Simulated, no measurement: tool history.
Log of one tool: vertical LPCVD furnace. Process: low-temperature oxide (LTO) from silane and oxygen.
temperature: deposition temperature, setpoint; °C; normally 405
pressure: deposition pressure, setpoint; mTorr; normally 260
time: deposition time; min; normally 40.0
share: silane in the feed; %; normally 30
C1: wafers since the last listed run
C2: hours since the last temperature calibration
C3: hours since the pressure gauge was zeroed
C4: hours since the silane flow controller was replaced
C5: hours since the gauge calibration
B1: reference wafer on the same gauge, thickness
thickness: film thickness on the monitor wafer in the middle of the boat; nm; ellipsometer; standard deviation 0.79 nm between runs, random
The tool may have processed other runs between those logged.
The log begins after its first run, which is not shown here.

run 2 hour=52.3 | temperature=405 pressure=260 time=40.0 share=30 | C1=726 C2=1644.1 C3=1310.3 C4=2434.9 C5=4507.2 | B1=259.91 | thickness=313.07
run 3 hour=140.2 | temperature=405 pressure=260 time=40.0 share=27 | C1=1220 C2=1732.0 C3=1398.2 C4=2522.8 C5=4595.1 | B1=260.20 | thickness=267.92
-- hour=382.1 silane flow controller replaced
-- hour=390.0 gauge calibrated
run 4 hour=411.5 | temperature=405 pressure=260 time=40.0 share=30 | C1=3433 C2=2003.3 C3=1669.5 C4=29.4 C5=21.5 | B1=259.87 | thickness=309.10
run 5 hour=475.8 | temperature=405 pressure=260 time=45.0 share=30 | C1=892 C2=2067.6 C3=1733.8 C4=93.7 C5=85.8 | B1=259.79 | thickness=347.74
run 6 hour=580.1 | temperature=405 pressure=260 time=45.0 share=30 | C1=1448 C2=2171.9 C3=1838.1 C4=198.0 C5=190.1 | B1=260.00 | thickness=349.36
run 7 hour=674.1 | temperature=405 pressure=260 time=40.0 share=34 | C1=1305 C2=2265.9 C3=1932.1 C4=292.0 C5=284.1 | B1=260.32 | thickness=371.25
run 8 hour=738.6 | temperature=405 pressure=260 time=30.0 share=30 | C1=895 C2=2330.4 C3=1996.6 C4=356.5 C5=348.6 | B1=259.90 | thickness=234.11
-- hour=835.7 thermocouples replaced and temperature profile calibrated
run 9 hour=840.9 | temperature=413 pressure=310 time=28.5 share=30 | C1=1087 C2=5.2 C3=2098.9 C4=458.8 C5=450.9 | B1=259.97 | thickness=290.96
run 10 hour=901.9 | temperature=405 pressure=260 time=53.0 share=26 | C1=846 C2=66.2 C3=2159.9 C4=519.8 C5=511.9 | B1=259.97 | thickness=335.68
run 11 hour=944.1 | temperature=405 pressure=315 time=47.0 share=30 | C1=585 C2=108.4 C3=2202.1 C4=562.0 C5=554.1 | B1=259.91 | thickness=444.63
-- hour=1137.9 pressure gauge zeroed
run 12 hour=1222.5 | temperature=405 pressure=260 time=40.0 share=30 | C1=3532 C2=386.8 C3=84.6 C4=840.4 C5=832.5 | B1=259.81 | thickness=308.97
run 13 hour=1375.1 | temperature=405 pressure=260 time=40.0 share=26 | C1=2118 C2=539.4 C3=237.2 C4=993.0 C5=985.1 | B1=260.07 | thickness=249.92
run 14 hour=1432.8 | temperature=411 pressure=260 time=55.5 share=30 | C1=801 C2=597.1 C3=294.9 C4=1050.7 C5=1042.8 | B1=260.01 | thickness=459.36
run 15 hour=1515.6 | temperature=413 pressure=260 time=40.0 share=30 | C1=1149 C2=679.9 C3=377.7 C4=1133.5 C5=1125.6 | B1=260.31 | thickness=340.64
run 16 hour=1594.2 | temperature=405 pressure=260 time=40.0 share=30 | C1=1091 C2=758.5 C3=456.3 C4=1212.1 C5=1204.2 | B1=260.26 | thickness=310.28
run 17 hour=1695.3 | temperature=405 pressure=260 time=40.0 share=30 | C1=1403 C2=859.6 C3=557.4 C4=1313.2 C5=1305.3 | B1=259.91 | thickness=311.14
run 18 hour=1788.8 | temperature=405 pressure=260 time=40.0 share=30 | C1=1298 C2=953.1 C3=650.9 C4=1406.7 C5=1398.8 | B1=260.34 | thickness=311.34
run 19 hour=1859.4 | temperature=408 pressure=260 time=44.0 share=30 | C1=980 C2=1023.7 C3=721.5 C4=1477.3 C5=1469.4 | B1=259.85 | thickness=355.18
run 20 hour=1932.0 | temperature=405 pressure=260 time=40.0 share=30 | C1=1007 C2=1096.3 C3=794.1 C4=1549.9 C5=1542.0 | B1=260.07 | thickness=311.68

Run 21, settings as shown, results not yet in. Your forecast:
run 21 hour=1988.2 | temperature=398 pressure=285 time=46.0 share=28 | C1=780 C2=1152.5 C3=850.3 C4=1606.1 C5=1598.2 | B1=? | thickness=?

B1: 260.18
thickness: 328.28 nm
With no hidden state in the tool, this same run would have given thickness 319.96 nm.
